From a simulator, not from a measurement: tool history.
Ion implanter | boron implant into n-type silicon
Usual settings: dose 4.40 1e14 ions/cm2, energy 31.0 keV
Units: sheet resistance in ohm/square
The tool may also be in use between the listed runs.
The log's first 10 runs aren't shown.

run   hour  dose  energy  wafers since the last listed run  hours since the last dose calibration  hours since the extraction supply was calibrated  hours since the gauge calibration  read-back reference wafer on the same gauge, sheet resistance  sheet resistance
     131.9  -- Faraday cup replaced and dose calibrated
 11  132.4  4.40    31.0                               130                                    0.5                                            5417.2                              284.4                                                         224.95            215.06
 12  133.9  4.40    31.0                                29                                    2.0                                            5418.7                              285.9                                                         224.88            215.14
 13  144.9  4.40    31.0                               213                                   13.0                                            5429.7                              296.9                                                         224.82            215.10
 14  152.7  4.40    31.0                               151                                   20.8                                            5437.5                              304.7                                                         224.77            214.74
 15  170.4  4.40    31.0                               343                                   38.5                                            5455.2                              322.4                                                         224.97            214.89
 16  179.1  4.40    31.0                               168                                   47.2                                            5463.9                              331.1                                                         224.99            214.70
 17  187.7  4.40    28.0                               166                                   55.8                                            5472.5                              339.7                                                         224.98            217.25
 18  202.6  4.40    31.0                               289                                   70.7                                            5487.4                              354.6                                                         225.00            214.97
 19  211.1  3.28    24.5                               164                                   79.2                                            5495.9                              363.1                                                         224.92            278.49

The next listed run, before its measurement:
 20  228.9  4.40    31.0                               345                                   97.0                                            5513.7                              380.9                                                              ?                 ?

read-back reference wafer on the same gauge, sheet resistance: 224.97
sheet resistance: 215.14 ohm/square
Without the tool's hidden state the same run would have given sheet resistance 215.00 ohm/square.

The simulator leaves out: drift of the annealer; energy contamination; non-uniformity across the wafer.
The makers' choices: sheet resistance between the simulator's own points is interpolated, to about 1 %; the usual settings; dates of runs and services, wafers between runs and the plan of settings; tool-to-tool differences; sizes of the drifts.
